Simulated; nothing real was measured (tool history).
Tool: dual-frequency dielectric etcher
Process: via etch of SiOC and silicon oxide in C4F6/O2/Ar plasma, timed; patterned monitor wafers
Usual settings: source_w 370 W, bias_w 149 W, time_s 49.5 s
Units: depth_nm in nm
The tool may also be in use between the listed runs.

run	hour	source_w	bias_w	time_s	wafers since the last listed run	hours since the last wet clean	hours since the last source power generator calibration	hours since the last bias power generator calibration	hours since the last upper electrode change	hours since the gauge calibration	read-back reference wafer on the same gauge, depth_nm	depth_nm
1	0.0	370	149	49.5	0	60.5	3398.3	2696.8	1861.5	585.3	52.7	53.1
2	43.2	370	149	49.5	510	103.7	3441.5	2740.0	1904.7	628.5	52.7	53.0
3	144.7	370	126	40.0	1198	205.2	3543.0	2841.5	2006.2	730.0	52.7	41.1
4	199.4	340	149	49.5	645	259.9	3597.7	2896.2	2060.9	784.7	52.7	51.4
5	274.4	370	149	41.5	885	334.9	3672.7	2971.2	2135.9	859.7	52.7	44.5
6	362.2	410	149	49.5	1036	422.7	3760.5	3059.0	2223.7	947.5	52.7	54.9
# hour 425.4: wet clean of the chamber
7	425.9	410	149	49.5	468	0.5	3824.2	3122.7	2287.4	1011.2	52.7	54.8
8	639.1	410	149	49.5	2517	213.7	4037.4	3335.9	2500.6	1224.4	52.7	54.9
9	819.6	370	149	56.5	2130	394.2	4217.9	3516.4	2681.1	1404.9	52.7	60.5
# hour 908.7: wet clean of the chamber
# hour 920.7: bias power generator calibrated
10	921.2	370	149	56.5	868	12.5	4319.5	0.5	2782.7	1506.5	52.7	59.6
# hour 961.0: upper electrode replaced
11	1026.8	370	149	49.5	963	118.1	4425.1	106.1	65.8	1612.1	52.7	52.2
12	1113.7	370	149	49.5	1025	205.0	4512.0	193.0	152.7	1699.0	52.7	52.3
# hour 1149.5: source power generator calibrated
13	1195.8	410	149	54.0	922	287.1	46.3	275.1	234.8	1781.1	52.7	58.1
14	1282.2	410	160	49.5	1020	373.5	132.7	361.5	321.2	1867.5	52.7	54.5
# hour 1323.1: gauge calibrated
15	1370.9	370	114	49.5	1047	462.2	221.4	450.2	409.9	47.8	52.7	48.6
16	1441.5	370	149	49.5	833	532.8	292.0	520.8	480.5	118.4	52.7	51.7
# hour 1526.5: wet clean of the chamber
17	1527.0	370	149	49.5	726	0.5	377.5	606.3	566.0	203.9	52.7	51.7
18	1619.1	370	149	39.5	1087	92.6	469.6	698.4	658.1	296.0	52.7	41.3
19	1682.3	370	149	49.5	746	155.8	532.8	761.6	721.3	359.2	52.7	51.8
20	1727.8	310	149	42.5	537	201.3	578.3	807.1	766.8	404.7	52.7	41.9
21	1831.8	430	159	39.0	1227	305.3	682.3	911.1	870.8	508.7	52.7	43.8
22	1887.1	410	125	42.5	652	360.6	737.6	966.4	926.1	564.0	52.7	44.4
23	1982.6	370	149	49.5	1127	456.1	833.1	1061.9	1021.6	659.5	52.7	52.1
24	2028.4	370	149	49.5	540	501.9	878.9	1107.7	1067.4	705.3	52.7	51.9
# hour 2078.1: wet clean of the chamber
25	2078.6	310	149	49.5	309	0.5	929.1	1157.9	1117.6	755.5	52.7	48.9
26	2160.9	410	160	49.5	971	82.8	1011.4	1240.2	1199.9	837.8	52.7	54.9
27	2210.3	290	149	62.5	583	132.2	1060.8	1289.6	1249.3	887.2	52.7	60.8
28	2277.2	300	119	35.5	789	199.1	1127.7	1356.5	1316.2	954.1	52.7	33.0

Forecast run 29:
29	2383.3	330	161	57.5	1252	305.2	1233.8	1462.6	1422.3	1060.2	?	?

Run 29 gave read-back reference wafer on the same gauge, depth_nm 52.7, depth_nm 59.3 nm.
Without the tool's hidden state the same run would have given depth_nm 58.4 nm.
